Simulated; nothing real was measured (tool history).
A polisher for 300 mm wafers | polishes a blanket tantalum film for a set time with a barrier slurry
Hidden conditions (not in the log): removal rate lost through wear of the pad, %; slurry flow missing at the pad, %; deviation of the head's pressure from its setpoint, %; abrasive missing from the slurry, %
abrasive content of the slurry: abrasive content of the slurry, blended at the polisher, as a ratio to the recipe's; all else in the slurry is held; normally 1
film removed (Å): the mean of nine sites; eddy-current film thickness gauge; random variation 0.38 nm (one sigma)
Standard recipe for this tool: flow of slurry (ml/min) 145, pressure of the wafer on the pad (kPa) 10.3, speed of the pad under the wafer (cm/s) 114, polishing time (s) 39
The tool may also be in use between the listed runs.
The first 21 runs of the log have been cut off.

run   hour  flow of slurry (ml/min)  pressure of the wafer on the pad (kPa)  speed of the pad under the wafer (cm/s)  abrasive content of the slurry  polishing time (s)  wafers since the last listed run  wafers polished on this pad  hours since the slurry nozzle was cleaned  hours since the head pressure was calibrated  hours since the slurry blender was calibrated  incoming thickness of the incoming film, nm  film removed (Å)
 22  304.8                      145                                    10.3                                      114                             1.3                  39                                69                         1015                                       94.6                                         103.9                                          114.5                                        435.4               582
 23  312.7                      145                                    10.3                                      104                               1                  39                                66                         1082                                      102.5                                         111.8                                          122.4                                        431.2               510
     316.8  -- worn pad replaced by a new one
 24  327.2                      145                                     6.9                                      100                               1                  39                                88                           87                                        117                                         126.3                                          136.9                                        427.2               394
 25  336.4                      145                                     6.9                                       84                               1                  33                                77                          164                                      126.2                                         135.5                                          146.1                                        428.7               283
 26  351.1                      145                                    10.3                                      114                               1                  39                               123                          288                                      140.9                                         150.2                                          160.8                                        428.5               582
 27  368.3                      145                                    10.3                                      114                               1                  39                               144                          432                                      158.1                                         167.4                                            178                                          422               569
 28  378.4                      145                                    10.3                                      114                               1                  39                                84                          517                                      168.2                                         177.5                                          188.1                                        430.6               576
 29  393.8                      145                                    12.4                                      114                               1                  39                               129                          646                                      183.6                                         192.9                                          203.5                                        429.1               647
     398.5  -- slurry blender recalibrated
 30  410.6                      185                                      11                                      114                               1                  26                               124                          770                                      200.4                                         209.7                                           12.1                                        427.8               417
 31  418.5                      145                                    10.3                                      114                               1                  39                                66                          837                                      208.3                                         217.6                                             20                                        430.2               556

What if the next run were any one of these 3? Each begins from the tool's condition after run 31:
  A  418.9                      170                                    10.3                                      114                               1                  39                                 3                          840                                      208.7                                           218                                           20.4                                        428.5                 ?
  B  418.9                      110                                     8.3                                      114                               1                  26                                 3                          840                                      208.7                                           218                                           20.4                                        428.5                 ?
  C  418.9                      130                                     7.6                                      114                             1.1                  39                                 3                          840                                      208.7                                           218                                           20.4                                        428.5                 ?

run  film removed (Å)
  A               581
  B               307
  C               462
Take away the tool's hidden state, keep each run's random variation, and the runs would have read:
run  film removed (Å)
  A               595
  B               314
  C               473

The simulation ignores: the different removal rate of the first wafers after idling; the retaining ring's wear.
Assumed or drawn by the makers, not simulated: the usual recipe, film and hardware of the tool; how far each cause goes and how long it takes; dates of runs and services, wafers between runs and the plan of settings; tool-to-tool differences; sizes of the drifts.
